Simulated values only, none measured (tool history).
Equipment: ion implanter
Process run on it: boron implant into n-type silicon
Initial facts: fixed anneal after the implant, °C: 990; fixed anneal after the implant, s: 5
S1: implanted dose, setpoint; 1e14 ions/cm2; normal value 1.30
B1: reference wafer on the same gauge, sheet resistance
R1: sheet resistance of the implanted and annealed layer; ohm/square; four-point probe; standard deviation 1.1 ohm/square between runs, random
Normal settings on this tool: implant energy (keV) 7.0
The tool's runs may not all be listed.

{"run": 1, "hour": 0.0, "S1": 1.53, "implant energy (keV)": 7.0, "B1": 706.73, "R1": 652.03}
{"run": 2, "hour": 80.1, "S1": 1.53, "implant energy (keV)": 7.0, "B1": 707.17, "R1": 654.62}
{"run": 3, "hour": 284.0, "S1": 1.44, "implant energy (keV)": 7.0, "B1": 706.97, "R1": 686.65}
{"run": 4, "hour": 391.5, "S1": 1.44, "implant energy (keV)": 7.0, "B1": 706.89, "R1": 686.89}
{"run": 5, "hour": 454.1, "S1": 1.44, "implant energy (keV)": 7.0, "B1": 706.73, "R1": 688.54}
{"run": 6, "hour": 549.6, "S1": 1.3, "implant energy (keV)": 7.0, "B1": 707.06, "R1": 748.33}
{"run": 7, "hour": 614.6, "S1": 1.3, "implant energy (keV)": 7.0, "B1": 707.02, "R1": 749.08}
{"hour": 624.2, "done": "Faraday cup replaced and dose calibrated"}
{"run": 8, "hour": 680.5, "S1": 1.3, "implant energy (keV)": 7.0, "B1": 706.81, "R1": 736.87}
{"run": 9, "hour": 748.4, "S1": 1.05, "implant energy (keV)": 7.0, "B1": 707.04, "R1": 872.14}
{"run": 10, "hour": 825.5, "S1": 1.49, "implant energy (keV)": 7.0, "B1": 706.85, "R1": 661.99}
{"run": 11, "hour": 905.5, "S1": 1.3, "implant energy (keV)": 7.0, "B1": 707.1, "R1": 735.07}
{"run": 12, "hour": 974.5, "S1": 1.3, "implant energy (keV)": 5.5, "B1": 707.27, "R1": 763.15}
{"run": 13, "hour": 1053.0, "S1": 1.3, "implant energy (keV)": 5.5, "B1": 707.22, "R1": 762.28}
{"run": 14, "hour": 1144.8, "S1": 1.3, "implant energy (keV)": 5.5, "B1": 707.18, "R1": 763.95}
{"run": 15, "hour": 1225.8, "S1": 1.3, "implant energy (keV)": 7.0, "B1": 707.04, "R1": 739.92}
{"hour": 1320.6, "done": "extraction supply calibrated"}
{"hour": 1389.1, "done": "gauge calibrated"}
{"run": 16, "hour": 1416.0, "S1": 1.61, "implant energy (keV)": 8.0, "B1": 707.46, "R1": 616.31}
{"run": 17, "hour": 1672.0, "S1": 1.3, "implant energy (keV)": 7.0, "B1": 707.14, "R1": 740.85}
{"run": 18, "hour": 1724.2, "S1": 0.92, "implant energy (keV)": 8.5, "B1": 707.25, "R1": 944.76}
{"run": 19, "hour": 1801.2, "S1": 1.3, "implant energy (keV)": 7.0, "B1": 707.11, "R1": 741.9}
{"run": 20, "hour": 1888.2, "S1": 1.11, "implant energy (keV)": 8.0, "B1": 707.05, "R1": 826.53}
{"hour": 1951.0, "done": "Faraday cup replaced and dose calibrated"}
{"run": 21, "hour": 1960.8, "S1": 1.53, "implant energy (keV)": 7.0, "B1": 706.92, "R1": 648.32}
{"run": 22, "hour": 2027.4, "S1": 0.92, "implant energy (keV)": 7.0, "B1": 706.76, "R1": 966.79}
{"run": 23, "hour": 2126.8, "S1": 1.3, "implant energy (keV)": 8.5, "B1": 707.54, "R1": 717.44}
{"run": 24, "hour": 2226.5, "S1": 1.3, "implant energy (keV)": 7.0, "B1": 706.98, "R1": 737.9}
{"run": 25, "hour": 2301.8, "S1": 1.3, "implant energy (keV)": 7.0, "B1": 706.99, "R1": 736.91}
{"run": 26, "hour": 2391.6, "S1": 1.3, "implant energy (keV)": 7.0, "B1": 707.18, "R1": 736.55}
{"run": 27, "hour": 2461.6, "S1": 1.2, "implant energy (keV)": 8.5, "B1": 707.08, "R1": 765.59}
{"run": 28, "hour": 2559.8, "S1": 1.65, "implant energy (keV)": 5.5, "B1": 707.25, "R1": 629.01}
{"run": 29, "hour": 2667.6, "S1": 1.05, "implant energy (keV)": 5.5, "B1": 706.82, "R1": 910.45}
{"run": 30, "hour": 2759.4, "S1": 1.3, "implant energy (keV)": 7.0, "B1": 706.8, "R1": 738.8}
{"run": 31, "hour": 2811.0, "S1": 0.97, "implant energy (keV)": 7.0, "B1": 707.05, "R1": 932.9}
{"run": 32, "hour": 2896.9, "S1": 1.62, "implant energy (keV)": 8.0, "B1": 706.85, "R1": 613.72}
{"run": 33, "hour": 3089.2, "S1": 1.41, "implant energy (keV)": 8.0, "B1": 706.89, "R1": 686.25}
{"run": 34, "hour": 3127.8, "S1": 1.01, "implant energy (keV)": 9.0, "B1": 706.93, "R1": 874.71}
{"hour": 3167.0, "done": "Faraday cup replaced and dose calibrated"}
{"run": 35, "hour": 3190.3, "S1": 1.3, "implant energy (keV)": 7.0, "B1": 707.01, "R1": 738.51}
{"run": 36, "hour": 3241.2, "S1": 1.52, "implant energy (keV)": 8.0, "B1": 706.69, "R1": 642.27}
{"run": 37, "hour": 3331.9, "S1": 1.3, "implant energy (keV)": 5.0, "B1": 707.04, "R1": 777.53}

Here are 4 independent what-if runs from the current tool condition. What would each one return?
{"run": "A", "hour": 3332.3, "S1": 1.07, "implant energy (keV)": 7.0, "B1": "?", "R1": "?"}
{"run": "B", "hour": 3332.3, "S1": 1.15, "implant energy (keV)": 8.5, "B1": "?", "R1": "?"}
{"run": "C", "hour": 3332.3, "S1": 1.56, "implant energy (keV)": 9.0, "B1": "?", "R1": "?"}
{"run": "D", "hour": 3332.3, "S1": 1.1, "implant energy (keV)": 5.5, "B1": "?", "R1": "?"}

run=A B1=707.17 R1=861.06
run=B B1=707.17 R1=791.76
run=C B1=707.17 R1=621.78
run=D B1=707.17 R1=876.46
Without the tool's hidden state the same runs would have given:
run=A R1=858.27
run=B R1=789.25
run=C R1=619.82
run=D R1=873.54
